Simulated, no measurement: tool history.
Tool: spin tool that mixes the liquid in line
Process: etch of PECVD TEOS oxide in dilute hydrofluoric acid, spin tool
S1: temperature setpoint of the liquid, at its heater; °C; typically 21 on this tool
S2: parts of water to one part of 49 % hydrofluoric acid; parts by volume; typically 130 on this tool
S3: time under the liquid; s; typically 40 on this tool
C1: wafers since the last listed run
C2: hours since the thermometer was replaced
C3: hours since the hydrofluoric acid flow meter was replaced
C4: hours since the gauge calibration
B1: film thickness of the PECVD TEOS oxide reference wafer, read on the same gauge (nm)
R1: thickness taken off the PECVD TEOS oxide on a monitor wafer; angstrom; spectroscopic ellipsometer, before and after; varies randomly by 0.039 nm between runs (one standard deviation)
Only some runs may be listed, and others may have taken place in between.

run,hour,S1,S2,S3,C1,C2,C3,C4,B1,R1
1,0,21,170,40,0,860.5,1831.8,171.9,39.986,31.57
2,9.5,21,170,40,99,870,1841.3,181.4,40.049,31.78
3,18.7,21,130,40,95,879.2,1850.5,190.6,40.01,42.28
4,31.4,21,130,40,132,891.9,1863.2,203.3,39.979,42.43
5,38.5,21,130,40,74,899,1870.3,210.4,40.024,43.13
6,45.8,21,130,40,76,906.3,1877.6,217.7,40.007,43.07
7,53.5,21,130,40,80,914,1885.3,225.4,40.007,42.76
8,60.2,21,130,40,69,920.7,1892,232.1,39.978,43.19
9,77.2,21,130,40,177,937.7,1909,249.1,40.001,43.08
10,86.2,21,130,40,93,946.7,1918,258.1,39.99,42.79
11,99.1,21,130,40,134,959.6,1930.9,271,40.014,42.85
12,107.1,21,85,40,83,967.6,1938.9,279,40.015,68.91
# hour 112.4: thermometer replaced
13,116.6,21,85,40,88,4.2,1948.4,288.5,39.988,69.16
14,131.3,21,85,40,153,18.9,1963.1,303.2,40.014,69.28
15,147,25,105,55,163,34.6,1978.8,318.9,39.996,86.58
# hour 149: hydrofluoric acid flow meter replaced
16,157.3,21,80,40,96,44.9,8.3,329.2,40.01,84.17
17,164.7,18,130,65,77,52.3,15.7,336.6,39.998,70.81
18,174.3,21,165,20,100,61.9,25.3,346.2,40.012,18.86
19,186.6,21,85,65,128,74.2,37.6,358.5,39.998,128.42
20,201.2,17,165,40,152,88.8,52.2,373.1,40.002,32.21
21,208.9,23.5,80,45,80,96.5,59.9,380.8,40.017,105.78
22,226.2,25.5,130,60,180,113.8,77.2,398.1,40.007,87.68
23,241.2,24,95,20,156,128.8,92.2,413.1,39.976,39.23
24,248.4,21,170,40,75,136,99.4,420.3,39.977,35.61
# hour 257.8: gauge calibrated
25,262.4,23.5,130,40,146,150,113.4,4.6,40.032,54.29
26,271.9,21,110,25,99,159.5,122.9,14.1,40.02,36.82
27,285.8,18.5,90,45,144,173.4,136.8,28,40.049,75.35
28,298.3,23.5,130,40,130,185.9,149.3,40.5,39.971,53.54
29,306.8,21,130,40,88,194.4,157.8,49,39.978,48.53
30,319.4,18,130,40,131,207,170.4,61.6,40.017,43.46
31,328.5,25,105,55,94,216.1,179.5,70.7,40.01,100.17
32,340.8,21,130,40,128,228.4,191.8,83,40.003,48.85
33,355.8,21,130,45,156,243.4,206.8,98,39.982,54.38

Results for each run, recomputed without the tool's hidden state and with each run's random variation untouched:
Hidden conditions of the tool in this case: liquid hotter than its thermometer reads (K); hydrofluoric acid flow below the setpoint (%); gauge reads high (%).
run,R1
1,36.68
2,36.96
3,48.97
4,49.19
5,50.04
6,49.99
7,49.66
8,50.18
9,50.12
10,49.81
11,49.93
12,79.86
13,80.21
14,80.43
15,101.08
16,84.99
17,71.55
18,19.08
19,129.9
20,32.64
21,107.15
22,88.97
23,39.83
24,36.2
25,55.22
26,37.46
27,76.7
28,54.59
29,49.5
30,44.36
31,102.29
32,49.94
33,55.64

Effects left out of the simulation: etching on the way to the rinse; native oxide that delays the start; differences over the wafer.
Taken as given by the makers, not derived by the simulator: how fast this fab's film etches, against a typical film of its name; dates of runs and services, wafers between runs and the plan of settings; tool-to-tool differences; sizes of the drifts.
